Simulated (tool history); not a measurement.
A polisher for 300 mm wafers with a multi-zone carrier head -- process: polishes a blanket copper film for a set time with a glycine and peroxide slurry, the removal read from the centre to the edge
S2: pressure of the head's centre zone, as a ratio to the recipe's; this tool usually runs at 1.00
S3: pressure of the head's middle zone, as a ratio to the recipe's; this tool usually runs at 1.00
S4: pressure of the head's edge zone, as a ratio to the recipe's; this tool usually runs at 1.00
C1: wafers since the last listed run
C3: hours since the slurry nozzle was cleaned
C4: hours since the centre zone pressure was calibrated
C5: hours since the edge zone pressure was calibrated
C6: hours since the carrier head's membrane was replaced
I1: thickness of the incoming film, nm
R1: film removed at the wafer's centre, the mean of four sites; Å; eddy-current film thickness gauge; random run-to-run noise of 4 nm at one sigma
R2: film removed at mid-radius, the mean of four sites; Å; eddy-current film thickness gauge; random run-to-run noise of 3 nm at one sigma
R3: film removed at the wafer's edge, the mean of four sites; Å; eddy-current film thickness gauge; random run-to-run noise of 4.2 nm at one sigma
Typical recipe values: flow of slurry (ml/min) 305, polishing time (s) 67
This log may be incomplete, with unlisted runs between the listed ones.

run 1 hour=0.0 | flow_of_slurry_(ml/min)=355 S2=1.00 S3=1.00 S4=1.00 polishing_time_(s)=84 | C1=0 wafers_polished_on_this_pad=1143 C3=566.4 C4=0.5 C5=262.3 C6=1010.8 | I1=2226.0 | R1=3687 R2=3661 R3=3750
-- hour=12.8 slurry nozzle cleaned
run 2 hour=80.4 | flow_of_slurry_(ml/min)=305 S2=1.00 S3=1.00 S4=1.00 polishing_time_(s)=67 | C1=543 wafers_polished_on_this_pad=1687 C3=67.6 C4=80.9 C5=342.7 C6=1091.2 | I1=2210.2 | R1=2747 R2=2887 R3=2768
run 3 hour=172.5 | flow_of_slurry_(ml/min)=305 S2=1.00 S3=1.00 S4=1.00 polishing_time_(s)=67 | C1=630 wafers_polished_on_this_pad=2317 C3=159.7 C4=173.0 C5=434.8 C6=1183.3 | I1=2192.6 | R1=2688 R2=2788 R3=2810
-- hour=249.8 worn pad replaced by a new one
run 4 hour=275.8 | flow_of_slurry_(ml/min)=305 S2=1.00 S3=1.00 S4=1.00 polishing_time_(s)=54 | C1=679 wafers_polished_on_this_pad=177 C3=263.0 C4=276.3 C5=538.1 C6=1286.6 | I1=2199.7 | R1=2280 R2=2423 R3=2386
run 5 hour=317.0 | flow_of_slurry_(ml/min)=305 S2=1.00 S3=1.00 S4=1.00 polishing_time_(s)=54 | C1=281 wafers_polished_on_this_pad=459 C3=304.2 C4=317.5 C5=579.3 C6=1327.8 | I1=2220.7 | R1=2231 R2=2379 R3=2339
-- hour=334.0 carrier head's membrane replaced by a new one
-- hour=403.4 edge zone pressure recalibrated
-- hour=566.6 slurry nozzle cleaned
run 6 hour=632.8 | flow_of_slurry_(ml/min)=305 S2=1.00 S3=1.00 S4=1.00 polishing_time_(s)=54 | C1=2106 wafers_polished_on_this_pad=2566 C3=66.2 C4=633.3 C5=229.4 C6=298.8 | I1=2206.7 | R1=2058 R2=2246 R3=2264
-- hour=707.1 worn pad replaced by a new one
run 7 hour=714.7 | flow_of_slurry_(ml/min)=305 S2=1.00 S3=1.00 S4=1.00 polishing_time_(s)=67 | C1=533 wafers_polished_on_this_pad=52 C3=148.1 C4=715.2 C5=311.3 C6=380.7 | I1=2192.5 | R1=2707 R2=3023 R3=2965
run 8 hour=782.9 | flow_of_slurry_(ml/min)=305 S2=1.00 S3=1.04 S4=1.00 polishing_time_(s)=67 | C1=466 wafers_polished_on_this_pad=518 C3=216.3 C4=783.4 C5=379.5 C6=448.9 | I1=2237.6 | R1=2650 R2=3002 R3=2920
run 9 hour=834.9 | flow_of_slurry_(ml/min)=375 S2=1.06 S3=1.12 S4=0.89 polishing_time_(s)=67 | C1=355 wafers_polished_on_this_pad=874 C3=268.3 C4=835.4 C5=431.5 C6=500.9 | I1=2244.6 | R1=2797 R2=3230 R3=2805
-- hour=842.1 centre zone pressure recalibrated
run 10 hour=901.2 | flow_of_slurry_(ml/min)=305 S2=1.00 S3=1.00 S4=1.09 polishing_time_(s)=67 | C1=440 wafers_polished_on_this_pad=1314 C3=334.6 C4=59.1 C5=497.8 C6=567.2 | I1=2183.6 | R1=2759 R2=2880 R3=2985
run 11 hour=1006.1 | flow_of_slurry_(ml/min)=305 S2=1.00 S3=1.06 S4=1.00 polishing_time_(s)=67 | C1=717 wafers_polished_on_this_pad=2032 C3=439.5 C4=164.0 C5=602.7 C6=672.1 | I1=2185.8 | R1=2699 R2=2975 R3=2779
run 12 hour=1102.7 | flow_of_slurry_(ml/min)=305 S2=1.00 S3=1.00 S4=1.00 polishing_time_(s)=76 | C1=661 wafers_polished_on_this_pad=2693 C3=536.1 C4=260.6 C5=699.3 C6=768.7 | I1=2218.4 | R1=2980 R2=3246 R3=3151
-- hour=1140.8 edge zone pressure recalibrated
-- hour=1180.6 slurry nozzle cleaned
run 13 hour=1181.1 | flow_of_slurry_(ml/min)=305 S2=1.00 S3=0.89 S4=1.00 polishing_time_(s)=49 | C1=515 wafers_polished_on_this_pad=3209 C3=0.5 C4=339.0 C5=40.3 C6=847.1 | I1=2238.3 | R1=1887 R2=1876 R3=2066
-- hour=1203.3 worn pad replaced by a new one
run 14 hour=1259.6 | flow_of_slurry_(ml/min)=210 S2=0.97 S3=1.00 S4=1.00 polishing_time_(s)=67 | C1=509 wafers_polished_on_this_pad=385 C3=79.0 C4=417.5 C5=118.8 C6=925.6 | I1=2203.3 | R1=2465 R2=2785 R3=2853
run 15 hour=1315.0 | flow_of_slurry_(ml/min)=385 S2=0.88 S3=0.95 S4=1.00 polishing_time_(s)=67 | C1=379 wafers_polished_on_this_pad=764 C3=134.4 C4=472.9 C5=174.2 C6=981.0 | I1=2228.6 | R1=2515 R2=2847 R3=2970
run 16 hour=1387.1 | flow_of_slurry_(ml/min)=305 S2=1.00 S3=1.00 S4=1.00 polishing_time_(s)=61 | C1=493 wafers_polished_on_this_pad=1257 C3=206.5 C4=545.0 C5=246.3 C6=1053.1 | I1=2181.6 | R1=2384 R2=2627 R3=2551
run 17 hour=1456.8 | flow_of_slurry_(ml/min)=305 S2=1.00 S3=1.00 S4=1.00 polishing_time_(s)=67 | C1=476 wafers_polished_on_this_pad=1734 C3=276.2 C4=614.7 C5=316.0 C6=1122.8 | I1=2229.0 | R1=2580 R2=2862 R3=2815
-- hour=1468.1 carrier head's membrane replaced by a new one
run 18 hour=1520.7 | flow_of_slurry_(ml/min)=220 S2=1.00 S3=0.96 S4=0.90 polishing_time_(s)=67 | C1=403 wafers_polished_on_this_pad=2137 C3=340.1 C4=678.6 C5=379.9 C6=52.6 | I1=2192.5 | R1=2508 R2=2605 R3=2554
run 19 hour=1578.0 | flow_of_slurry_(ml/min)=235 S2=1.00 S3=0.89 S4=1.07 polishing_time_(s)=50 | C1=392 wafers_polished_on_this_pad=2529 C3=397.4 C4=735.9 C5=437.2 C6=109.9 | I1=2229.9 | R1=1811 R2=1839 R3=2127
run 20 hour=1622.3 | flow_of_slurry_(ml/min)=305 S2=1.06 S3=1.00 S4=0.90 polishing_time_(s)=67 | C1=303 wafers_polished_on_this_pad=2832 C3=441.7 C4=780.2 C5=481.5 C6=154.2 | I1=2219.7 | R1=2668 R2=2821 R3=2661
-- hour=1632.9 worn pad replaced by a new one
-- hour=1689.5 centre zone pressure recalibrated
run 21 hour=1710.5 | flow_of_slurry_(ml/min)=305 S2=1.00 S3=1.00 S4=1.00 polishing_time_(s)=67 | C1=562 wafers_polished_on_this_pad=517 C3=529.9 C4=21.0 C5=569.7 C6=242.4 | I1=2178.0 | R1=2841 R2=2959 R3=2974

5 ways to go on from here, each from the tool as it stands after run 21. What would each give?
run A hour=1710.9 | flow_of_slurry_(ml/min)=305 S2=1.00 S3=1.00 S4=1.00 polishing_time_(s)=67 | C1=2 wafers_polished_on_this_pad=520 C3=530.3 C4=21.4 C5=570.1 C6=242.8 | I1=2212.9 | R1=? R2=? R3=?
run B hour=1710.9 | flow_of_slurry_(ml/min)=305 S2=1.00 S3=1.12 S4=1.04 polishing_time_(s)=67 | C1=2 wafers_polished_on_this_pad=520 C3=530.3 C4=21.4 C5=570.1 C6=242.8 | I1=2212.9 | R1=? R2=? R3=?
run C hour=1710.9 | flow_of_slurry_(ml/min)=305 S2=0.94 S3=1.08 S4=0.96 polishing_time_(s)=67 | C1=2 wafers_polished_on_this_pad=520 C3=530.3 C4=21.4 C5=570.1 C6=242.8 | I1=2212.9 | R1=? R2=? R3=?
run D hour=1710.9 | flow_of_slurry_(ml/min)=370 S2=0.95 S3=1.00 S4=1.06 polishing_time_(s)=67 | C1=2 wafers_polished_on_this_pad=520 C3=530.3 C4=21.4 C5=570.1 C6=242.8 | I1=2212.9 | R1=? R2=? R3=?
run E hour=1710.9 | flow_of_slurry_(ml/min)=355 S2=1.08 S3=1.11 S4=0.93 polishing_time_(s)=67 | C1=2 wafers_polished_on_this_pad=520 C3=530.3 C4=21.4 C5=570.1 C6=242.8 | I1=2212.9 | R1=? R2=? R3=?

run=A R1=2808 R2=2890 R3=2905
run=B R1=2810 R2=3183 R3=2956
run=C R1=2705 R2=3086 R3=2845
run=D R1=2776 R2=2944 R3=3031
run=E R1=2999 R2=3205 R3=2834
Without the tool's unlogged condition, the same runs would have read:
run=A R1=2922 R2=3004 R3=3019
run=B R1=2924 R2=3308 R3=3073
run=C R1=2814 R2=3208 R3=2958
run=D R1=2888 R2=3060 R3=3151
run=E R1=3120 R2=3332 R3=2946

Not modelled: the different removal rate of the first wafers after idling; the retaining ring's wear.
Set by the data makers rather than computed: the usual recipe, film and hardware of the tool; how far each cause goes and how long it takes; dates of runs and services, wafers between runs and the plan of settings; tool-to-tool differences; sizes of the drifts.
